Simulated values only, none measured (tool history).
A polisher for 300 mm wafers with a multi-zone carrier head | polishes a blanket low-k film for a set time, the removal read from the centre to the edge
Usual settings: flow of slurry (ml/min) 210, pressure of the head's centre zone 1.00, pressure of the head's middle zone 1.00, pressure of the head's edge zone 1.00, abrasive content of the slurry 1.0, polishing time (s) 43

run,hour,flow of slurry (ml/min),pressure of the head's centre zone,pressure of the head's middle zone,pressure of the head's edge zone,abrasive content of the slurry,polishing time (s),wafers since the last listed run,wafers polished on this pad,hours since the slurry nozzle was cleaned,hours since the centre zone pressure was calibrated,hours since the edge zone pressure was calibrated,hours since the carrier head's membrane was replaced,"incoming thickness of the incoming film, nm",film removed at the wafer's centre (nm),film removed at mid-radius (nm),film removed at the wafer's edge (nm)
1,0.0,210,1.00,1.00,1.09,1.0,43,0,282,81.0,977.8,696.5,1290.3,403.4,11.8,12.2,12.8
2,12.9,210,1.00,1.00,1.09,1.0,43,213,496,93.9,990.7,709.4,1303.2,402.6,11.8,12.1,12.7
# hour 22.2: worn pad replaced by a new one
3,27.1,210,1.00,1.00,1.09,1.0,43,168,81,108.1,1004.9,723.6,1317.4,402.4,12.0,12.3,13.1
4,35.0,210,1.00,0.96,1.00,1.0,43,130,211,116.0,1012.8,731.5,1325.3,393.4,12.2,11.8,12.2
# hour 54.9: worn pad replaced by a new one
# hour 55.8: centre zone pressure recalibrated
5,56.3,210,0.92,1.00,1.00,1.0,43,270,7,137.3,0.5,752.8,1346.6,397.0,11.2,12.4,12.6
6,60.8,210,1.00,1.00,1.00,1.0,43,74,82,141.8,5.0,757.3,1351.1,393.8,11.9,12.4,12.5
7,72.8,210,1.00,1.08,1.00,1.0,43,198,280,153.8,17.0,769.3,1363.1,399.3,11.9,12.8,12.1
8,79.7,145,0.97,1.10,0.89,1.0,43,114,394,160.7,23.9,776.2,1370.0,400.8,10.6,11.8,10.9
# hour 85.4: worn pad replaced by a new one
9,91.6,155,1.00,1.00,1.00,1.0,31,130,102,172.6,35.8,788.1,1381.9,394.4,8.2,8.4,8.7
# hour 97.7: carrier head's membrane replaced by a new one
# hour 99.6: slurry nozzle cleaned
10,103.1,210,0.96,1.00,1.00,0.8,43,90,193,3.5,47.3,799.6,5.4,401.5,10.2,10.7,11.1
11,109.6,210,1.00,1.00,1.00,1.0,43,107,300,10.0,53.8,806.1,11.9,396.6,11.9,12.2,12.3
# hour 111.8: edge zone pressure recalibrated
# hour 115.0: worn pad replaced by a new one
12,119.6,145,1.00,1.00,0.88,1.0,51,79,76,20.0,63.8,7.8,21.9,397.1,13.3,13.6,13.2
13,137.4,240,1.00,1.05,1.00,1.0,43,294,370,37.8,81.6,25.6,39.7,399.7,12.2,12.6,12.6
# hour 151.6: worn pad replaced by a new one
14,152.6,210,1.08,0.90,1.00,1.0,43,185,16,53.0,96.8,40.8,54.9,396.6,13.3,11.3,12.8

The tool's hidden state at each run:
slurry flow missing at the pad, %: 0 in every run
deviation of the centre zone's pressure from its setpoint, %: 0 in every run
deviation of the edge zone's pressure from its setpoint, %: 0 in every run
H1: removal rate lost through wear of the pad, %
run,H1
1,4.57
2,5.4
3,2.4
4,4.15
5,1.63
6,3.18
7,5.28
8,5.8
9,2.57
10,4.57
11,5.07
12,2.36
13,5.21
14,0.701

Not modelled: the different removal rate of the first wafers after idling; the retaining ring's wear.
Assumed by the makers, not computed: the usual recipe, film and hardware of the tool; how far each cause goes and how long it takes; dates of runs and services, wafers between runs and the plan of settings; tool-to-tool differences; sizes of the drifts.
